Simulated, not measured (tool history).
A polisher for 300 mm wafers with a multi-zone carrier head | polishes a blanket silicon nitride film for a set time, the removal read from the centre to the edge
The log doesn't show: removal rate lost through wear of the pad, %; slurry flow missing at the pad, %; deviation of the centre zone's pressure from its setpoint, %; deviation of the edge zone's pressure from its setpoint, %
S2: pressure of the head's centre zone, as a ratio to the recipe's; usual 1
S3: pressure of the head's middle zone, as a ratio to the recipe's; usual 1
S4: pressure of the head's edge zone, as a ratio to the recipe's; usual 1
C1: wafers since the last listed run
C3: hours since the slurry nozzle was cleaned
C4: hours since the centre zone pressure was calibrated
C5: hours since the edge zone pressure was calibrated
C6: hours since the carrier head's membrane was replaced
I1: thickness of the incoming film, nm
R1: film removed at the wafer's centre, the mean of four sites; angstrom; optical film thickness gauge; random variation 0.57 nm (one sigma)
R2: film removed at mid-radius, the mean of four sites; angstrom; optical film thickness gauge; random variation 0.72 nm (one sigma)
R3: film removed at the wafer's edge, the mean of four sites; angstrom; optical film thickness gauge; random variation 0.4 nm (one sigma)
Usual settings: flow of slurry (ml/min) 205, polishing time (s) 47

run 1 day=0 | flow_of_slurry_(ml/min)=205 S2=1 S3=1 S4=1 polishing_time_(s)=47 | C1=0 wafers_polished_on_this_pad=2745 C3=233 C4=216.9 C5=572.6 C6=1725.8 | I1=826.3 | R1=482 R2=497 R3=489
-- day=0.708 worn pad replaced by a new one
run 2 day=3.696 | flow_of_slurry_(ml/min)=205 S2=1 S3=1 S4=1 polishing_time_(s)=47 | C1=575 wafers_polished_on_this_pad=487 C3=321.7 C4=305.6 C5=661.3 C6=1814.5 | I1=826.2 | R1=482 R2=497 R3=495
run 3 day=7.154 | flow_of_slurry_(ml/min)=205 S2=1 S3=1 S4=1 polishing_time_(s)=47 | C1=564 wafers_polished_on_this_pad=1052 C3=404.7 C4=388.6 C5=744.3 C6=1897.5 | I1=817.5 | R1=470 R2=500 R3=493
-- day=7.642 carrier head's membrane replaced by a new one
run 4 day=9.05 | flow_of_slurry_(ml/min)=205 S2=1 S3=1 S4=1 polishing_time_(s)=47 | C1=275 wafers_polished_on_this_pad=1327 C3=450.2 C4=434.1 C5=789.8 C6=33.8 | I1=828.4 | R1=482 R2=498 R3=494
-- day=11.842 slurry nozzle cleaned
run 5 day=12.192 | flow_of_slurry_(ml/min)=205 S2=1 S3=1 S4=1.04 polishing_time_(s)=47 | C1=505 wafers_polished_on_this_pad=1833 C3=8.4 C4=509.5 C5=865.2 C6=109.2 | I1=810.8 | R1=465 R2=505 R3=499
run 6 day=14.454 | flow_of_slurry_(ml/min)=205 S2=1 S3=1 S4=1.04 polishing_time_(s)=47 | C1=369 wafers_polished_on_this_pad=2202 C3=62.7 C4=563.8 C5=919.5 C6=163.5 | I1=824.1 | R1=475 R2=494 R3=507
run 7 day=18.867 | flow_of_slurry_(ml/min)=205 S2=1 S3=1 S4=1 polishing_time_(s)=47 | C1=720 wafers_polished_on_this_pad=2922 C3=168.6 C4=669.7 C5=1025.4 C6=269.4 | I1=819.5 | R1=472 R2=499 R3=489
-- day=23.338 worn pad replaced by a new one
run 8 day=23.358 | flow_of_slurry_(ml/min)=205 S2=1 S3=1 S4=1 polishing_time_(s)=47 | C1=705 wafers_polished_on_this_pad=3 C3=276.4 C4=777.5 C5=1133.2 C6=377.2 | I1=821.5 | R1=464 R2=502 R3=491
run 9 day=25.6 | flow_of_slurry_(ml/min)=205 S2=1.09 S3=1.04 S4=1 polishing_time_(s)=47 | C1=365 wafers_polished_on_this_pad=369 C3=330.2 C4=831.3 C5=1187 C6=431 | I1=814.1 | R1=487 R2=512 R3=494
-- day=27.338 edge zone pressure recalibrated
run 10 day=28.288 | flow_of_slurry_(ml/min)=205 S2=1.07 S3=0.96 S4=0.91 polishing_time_(s)=47 | C1=425 wafers_polished_on_this_pad=794 C3=394.7 C4=895.8 C5=22.8 C6=495.5 | I1=830.5 | R1=487 R2=496 R3=465
run 11 day=30.454 | flow_of_slurry_(ml/min)=165 S2=1 S3=0.95 S4=1 polishing_time_(s)=56 | C1=353 wafers_polished_on_this_pad=1147 C3=446.7 C4=947.8 C5=74.8 C6=547.5 | I1=825.1 | R1=535 R2=556 R3=573
-- day=32.342 centre zone pressure recalibrated
run 12 day=33.308 | flow_of_slurry_(ml/min)=205 S2=0.9 S3=1 S4=1 polishing_time_(s)=35 | C1=452 wafers_polished_on_this_pad=1600 C3=515.2 C4=23.2 C5=143.3 C6=616 | I1=818.2 | R1=337 R2=381 R3=366
-- day=33.875 slurry nozzle cleaned
run 13 day=37.462 | flow_of_slurry_(ml/min)=155 S2=1.1 S3=1.04 S4=1 polishing_time_(s)=47 | C1=671 wafers_polished_on_this_pad=2271 C3=86.1 C4=122.9 C5=243 C6=715.7 | I1=827 | R1=472 R2=496 R3=476
run 14 day=39.754 | flow_of_slurry_(ml/min)=205 S2=1.09 S3=1 S4=1 polishing_time_(s)=47 | C1=374 wafers_polished_on_this_pad=2645 C3=141.1 C4=177.9 C5=298 C6=770.7 | I1=818.5 | R1=492 R2=510 R3=500
run 15 day=41.725 | flow_of_slurry_(ml/min)=205 S2=1.06 S3=1.06 S4=1.1 polishing_time_(s)=47 | C1=321 wafers_polished_on_this_pad=2967 C3=188.4 C4=225.2 C5=345.3 C6=818 | I1=833.1 | R1=506 R2=526 R3=524
-- day=45.571 worn pad replaced by a new one
run 16 day=48.45 | flow_of_slurry_(ml/min)=205 S2=1 S3=1 S4=1 polishing_time_(s)=47 | C1=1070 wafers_polished_on_this_pad=469 C3=349.8 C4=386.6 C5=506.7 C6=979.4 | I1=814.6 | R1=465 R2=510 R3=502
run 17 day=50.392 | flow_of_slurry_(ml/min)=275 S2=1.05 S3=1 S4=1 polishing_time_(s)=47 | C1=316 wafers_polished_on_this_pad=786 C3=396.4 C4=433.2 C5=553.3 C6=1026 | I1=824 | R1=512 R2=513 R3=511
run 18 day=54.029 | flow_of_slurry_(ml/min)=275 S2=1.08 S3=1.09 S4=1 polishing_time_(s)=47 | C1=593 wafers_polished_on_this_pad=1380 C3=483.7 C4=520.5 C5=640.6 C6=1113.3 | I1=828.4 | R1=514 R2=552 R3=504
-- day=56.546 slurry nozzle cleaned
run 19 day=58.329 | flow_of_slurry_(ml/min)=205 S2=1.06 S3=0.95 S4=1 polishing_time_(s)=47 | C1=694 wafers_polished_on_this_pad=2075 C3=42.8 C4=623.7 C5=743.8 C6=1216.5 | I1=827.4 | R1=482 R2=487 R3=488
run 20 day=62.375 | flow_of_slurry_(ml/min)=205 S2=1.1 S3=1 S4=1 polishing_time_(s)=31 | C1=660 wafers_polished_on_this_pad=2735 C3=139.9 C4=720.8 C5=840.9 C6=1313.6 | I1=807.5 | R1=322 R2=328 R3=322
-- day=64.479 worn pad replaced by a new one
run 21 day=64.792 | flow_of_slurry_(ml/min)=205 S2=0.96 S3=0.94 S4=1 polishing_time_(s)=47 | C1=367 wafers_polished_on_this_pad=50 C3=197.9 C4=778.8 C5=898.9 C6=1371.6 | I1=810.7 | R1=444 R2=480 R3=488

The next listed run, before its measurement:
run 22 day=66.592 | flow_of_slurry_(ml/min)=205 S2=1 S3=1 S4=1.04 polishing_time_(s)=47 | C1=293 wafers_polished_on_this_pad=344 C3=241.1 C4=822 C5=942.1 C6=1414.8 | I1=816.4 | R1=? R2=? R3=?

Run 22 gave R1 465 angstrom, R2 510 angstrom, R3 500 angstrom.
Without the tool's hidden state the same run would have given R1 487 angstrom, R2 510 angstrom, R3 500 angstrom.
